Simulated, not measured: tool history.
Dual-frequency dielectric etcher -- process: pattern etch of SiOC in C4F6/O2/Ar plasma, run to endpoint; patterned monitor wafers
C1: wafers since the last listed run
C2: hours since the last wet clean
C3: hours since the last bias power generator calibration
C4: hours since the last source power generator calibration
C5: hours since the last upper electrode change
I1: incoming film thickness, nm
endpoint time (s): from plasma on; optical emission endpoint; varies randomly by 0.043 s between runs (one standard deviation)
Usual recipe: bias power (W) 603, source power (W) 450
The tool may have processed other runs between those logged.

run 1 hour=0 | bias_power_(W)=603 source_power_(W)=450 | C1=0 C2=27.4 C3=4051.6 C4=3304.8 C5=2789.3 | I1=44.1 | endpoint_time_(s)=14.5
run 2 hour=53.1 | bias_power_(W)=603 source_power_(W)=450 | C1=462 C2=80.5 C3=4104.7 C4=3357.9 C5=2842.4 | I1=43.66 | endpoint_time_(s)=14.3
run 3 hour=82.6 | bias_power_(W)=603 source_power_(W)=450 | C1=256 C2=110 C3=4134.2 C4=3387.4 C5=2871.9 | I1=42.97 | endpoint_time_(s)=14
run 4 hour=150.4 | bias_power_(W)=603 source_power_(W)=450 | C1=590 C2=177.8 C3=4202 C4=3455.2 C5=2939.7 | I1=43.52 | endpoint_time_(s)=14.1
run 5 hour=191.9 | bias_power_(W)=603 source_power_(W)=450 | C1=361 C2=219.3 C3=4243.5 C4=3496.7 C5=2981.2 | I1=43.81 | endpoint_time_(s)=14.2
run 6 hour=223.7 | bias_power_(W)=603 source_power_(W)=450 | C1=276 C2=251.1 C3=4275.3 C4=3528.5 C5=3013 | I1=43.26 | endpoint_time_(s)=14
run 7 hour=354.9 | bias_power_(W)=562 source_power_(W)=450 | C1=1142 C2=382.3 C3=4406.5 C4=3659.7 C5=3144.2 | I1=43.22 | endpoint_time_(s)=14.1
-- hour=387.1 wet clean of the chamber
run 8 hour=392.7 | bias_power_(W)=603 source_power_(W)=450 | C1=120 C2=5.6 C3=4444.3 C4=3697.5 C5=3182 | I1=44.1 | endpoint_time_(s)=14.5
-- hour=478.6 upper electrode replaced
run 9 hour=479.1 | bias_power_(W)=603 source_power_(W)=450 | C1=543 C2=92 C3=4530.7 C4=3783.9 C5=0.5 | I1=44.03 | endpoint_time_(s)=14.5
run 10 hour=498.2 | bias_power_(W)=529 source_power_(W)=400 | C1=166 C2=111.1 C3=4549.8 C4=3803 C5=19.6 | I1=43.64 | endpoint_time_(s)=16.1
run 11 hour=555.9 | bias_power_(W)=603 source_power_(W)=450 | C1=502 C2=168.8 C3=4607.5 C4=3860.7 C5=77.3 | I1=43.79 | endpoint_time_(s)=14.3
-- hour=605.1 source power generator calibrated
run 12 hour=625.9 | bias_power_(W)=603 source_power_(W)=450 | C1=574 C2=238.8 C3=4677.5 C4=20.8 C5=147.3 | I1=43.48 | endpoint_time_(s)=14.1
-- hour=655.1 bias power generator calibrated
run 13 hour=694.4 | bias_power_(W)=603 source_power_(W)=520 | C1=561 C2=307.3 C3=39.3 C4=89.3 C5=215.8 | I1=43.79 | endpoint_time_(s)=13
run 14 hour=760.5 | bias_power_(W)=603 source_power_(W)=400 | C1=575 C2=373.4 C3=105.4 C4=155.4 C5=281.9 | I1=43.32 | endpoint_time_(s)=14.8
run 15 hour=788.8 | bias_power_(W)=603 source_power_(W)=480 | C1=246 C2=401.7 C3=133.7 C4=183.7 C5=310.2 | I1=44.08 | endpoint_time_(s)=13.6
-- hour=846.4 wet clean of the chamber
run 16 hour=854.7 | bias_power_(W)=473 source_power_(W)=480 | C1=364 C2=8.3 C3=199.6 C4=249.6 C5=376.1 | I1=43.98 | endpoint_time_(s)=15
run 17 hour=880.9 | bias_power_(W)=549 source_power_(W)=390 | C1=228 C2=34.5 C3=225.8 C4=275.8 C5=402.3 | I1=43.04 | endpoint_time_(s)=16

Same runs, no hidden state in the tool, same run-to-run variation:
Hidden state present: etch rate over this chamber's usual, %; bias power that arrives over what is set, %; source power that arrives over what is set, %.
run=1 endpoint_time_(s)=14.5
run=2 endpoint_time_(s)=14.4
run=3 endpoint_time_(s)=14.2
run=4 endpoint_time_(s)=14.3
run=5 endpoint_time_(s)=14.5
run=6 endpoint_time_(s)=14.3
run=7 endpoint_time_(s)=14.6
run=8 endpoint_time_(s)=14.5
run=9 endpoint_time_(s)=14.5
run=10 endpoint_time_(s)=16.2
run=11 endpoint_time_(s)=14.5
run=12 endpoint_time_(s)=14.4
run=13 endpoint_time_(s)=13.3
run=14 endpoint_time_(s)=15.3
run=15 endpoint_time_(s)=14
run=16 endpoint_time_(s)=15
run=17 endpoint_time_(s)=16
